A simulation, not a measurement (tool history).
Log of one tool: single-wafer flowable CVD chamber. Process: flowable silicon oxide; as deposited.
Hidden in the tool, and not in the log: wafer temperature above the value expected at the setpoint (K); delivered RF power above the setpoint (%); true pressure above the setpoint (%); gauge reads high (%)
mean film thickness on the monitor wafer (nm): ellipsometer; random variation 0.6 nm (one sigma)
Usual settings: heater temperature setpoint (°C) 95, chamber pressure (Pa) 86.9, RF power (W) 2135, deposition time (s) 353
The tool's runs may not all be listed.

| run | day | heater temperature setpoint (°C) | chamber pressure (Pa) | RF power (W) | deposition time (s) | wafers since the last listed run | hours since the last thermocouple change | hours since the last RF generator calibration | hours since the last manometer calibration | hours since the showerhead was replaced | hours since the gauge calibration | read-back reference wafer on the same gauge, thickness_nm | mean film thickness on the monitor wafer (nm) |
|---|---|---|---|---|---|---|---|---|---|---|---|---|---|
| 1 | 0 | 95 | 86.9 | 2135 | 353 | 0 | 570 | 1075.4 | 785.9 | 5307 | 4467.2 | 177.11 | 186.371 |
| 2 | 3.867 | 95 | 86.9 | 2135 | 353 | 431 | 662.8 | 1168.2 | 878.7 | 5399.8 | 4560 | 177.105 | 187.202 |
|  | 4.929 | gauge calibrated |
| 3 | 7.408 | 95 | 86.9 | 2135 | 353 | 394 | 747.8 | 1253.2 | 963.7 | 5484.8 | 59.5 | 177.025 | 186.569 |
| 4 | 9.238 | 84 | 86.9 | 2135 | 353 | 203 | 791.7 | 1297.1 | 1007.6 | 5528.7 | 103.4 | 177.228 | 274.058 |
| 5 | 12.654 | 95 | 92.4 | 2135 | 353 | 380 | 873.7 | 1379.1 | 1089.6 | 5610.7 | 185.4 | 176.874 | 198.726 |
|  | 14.288 | RF generator calibrated |
| 6 | 14.475 | 95 | 92.4 | 2135 | 353 | 165 | 917.4 | 4.5 | 1133.3 | 5654.4 | 229.1 | 176.867 | 201.24 |
| 7 | 17.617 | 95 | 86.9 | 2135 | 353 | 350 | 992.8 | 79.9 | 1208.7 | 5729.8 | 304.5 | 176.92 | 189.113 |
| 8 | 21.292 | 95 | 86.9 | 2135 | 353 | 409 | 1081 | 168.1 | 1296.9 | 5818 | 392.7 | 177.059 | 189.891 |
| 9 | 22.979 | 95 | 86.9 | 2135 | 353 | 188 | 1121.5 | 208.6 | 1337.4 | 5858.5 | 433.2 | 177.038 | 189.221 |
| 10 | 25.55 | 80 | 65.7 | 2135 | 353 | 286 | 1183.2 | 270.3 | 1399.1 | 5920.2 | 494.9 | 177.068 | 241.937 |
| 11 | 28.333 | 84 | 77.7 | 2135 | 300 | 310 | 1250 | 337.1 | 1465.9 | 5987 | 561.7 | 176.853 | 212.795 |
| 12 | 30.7 | 87 | 86.9 | 2135 | 353 | 263 | 1306.8 | 393.9 | 1522.7 | 6043.8 | 618.5 | 177.035 | 254.154 |
| 13 | 33.829 | 95 | 74.3 | 1810 | 353 | 348 | 1381.9 | 469 | 1597.8 | 6118.9 | 693.6 | 176.876 | 155.382 |
|  | 35.042 | showerhead replaced |
|  | 36.696 | capacitance manometer re-zeroed and calibrated |
| 14 | 36.717 | 88 | 80.8 | 2135 | 377 | 247 | 1451.2 | 538.3 | 0.5 | 40.2 | 762.9 | 177.089 | 242.384 |
| 15 | 39.3 | 95 | 86.9 | 2135 | 293 | 287 | 1513.2 | 600.3 | 62.5 | 102.2 | 824.9 | 177.033 | 157.651 |
| 16 | 43.154 | 90 | 86.9 | 2135 | 353 | 429 | 1605.7 | 692.8 | 155 | 194.7 | 917.4 | 177.028 | 227.49 |
| 17 | 46.942 | 95 | 93.1 | 1985 | 353 | 422 | 1696.6 | 783.7 | 245.9 | 285.6 | 1008.3 | 177.088 | 200.533 |
| 18 | 49.571 | 95 | 86.9 | 2135 | 401 | 293 | 1759.7 | 846.8 | 309 | 348.7 | 1071.4 | 177.002 | 215.829 |
| 19 | 51.662 | 95 | 105.5 | 2135 | 375 | 233 | 1809.9 | 897 | 359.2 | 398.9 | 1121.6 | 176.974 | 244.278 |
| 20 | 55.817 | 95 | 86.9 | 2135 | 353 | 463 | 1909.6 | 996.7 | 458.9 | 498.6 | 1221.3 | 176.86 | 190.32 |
| 21 | 59.992 | 95 | 86.9 | 2135 | 353 | 465 | 2009.8 | 1096.9 | 559.1 | 598.8 | 1321.5 | 176.962 | 189.529 |
|  | 63.7 | thermocouple changed; heater temperature recalibrated |
| 22 | 64.171 | 95 | 86.9 | 2135 | 353 | 428 | 11.3 | 1197.2 | 659.4 | 699.1 | 1421.8 | 177.059 | 184.407 |
| 23 | 67.933 | 108 | 86.9 | 2390 | 406 | 419 | 101.6 | 1287.5 | 749.7 | 789.4 | 1512.1 | 176.863 | 133.072 |
| 24 | 72.962 | 95 | 86.9 | 2135 | 353 | 560 | 222.3 | 1408.2 | 870.4 | 910.1 | 1632.8 | 177.02 | 184.088 |
| 25 | 77.304 | 95 | 86.9 | 2135 | 353 | 483 | 326.5 | 1512.4 | 974.6 | 1014.3 | 1737 | 177.073 | 185.125 |
|  | 79.288 | RF generator calibrated |
| 26 | 81.025 | 82 | 70.1 | 2135 | 335 | 377 | 415.8 | 41.7 | 1063.9 | 1103.6 | 1826.3 | 176.969 | 229.334 |
| 27 | 85.2 | 105 | 103.9 | 2135 | 353 | 465 | 516 | 141.9 | 1164.1 | 1203.8 | 1926.5 | 176.989 | 155.843 |
| 28 | 89.354 | 95 | 86.9 | 2135 | 353 | 463 | 615.7 | 241.6 | 1263.8 | 1303.5 | 2026.2 | 176.843 | 188.333 |
| 29 | 97.525 | 95 | 104.1 | 2135 | 353 | 910 | 811.8 | 437.7 | 1459.9 | 1499.6 | 2222.3 | 176.941 | 227.134 |

3 ways to go on from here, each from the tool as it stands after run 29. What would each give?
| A | 97.546 | 95 | 86.9 | 2135 | 353 | 2 | 812.3 | 438.2 | 1460.4 | 1500.1 | 2222.8 | ? | ? |
| B | 97.546 | 103 | 86.9 | 2135 | 353 | 2 | 812.3 | 438.2 | 1460.4 | 1500.1 | 2222.8 | ? | ? |
| C | 97.546 | 95 | 86.9 | 2135 | 328 | 2 | 812.3 | 438.2 | 1460.4 | 1500.1 | 2222.8 | ? | ? |

| run | read-back reference wafer on the same gauge, thickness_nm | mean film thickness on the monitor wafer (nm) |
|---|---|---|
| A | 177.071 | 189.312 |
| B | 177.071 | 139.856 |
| C | 177.071 | 175.904 |
Without the tool's hidden state the same runs would have given:
| run | mean film thickness on the monitor wafer (nm) |
|---|---|
| A | 186.952 |
| B | 138.089 |
| C | 173.712 |
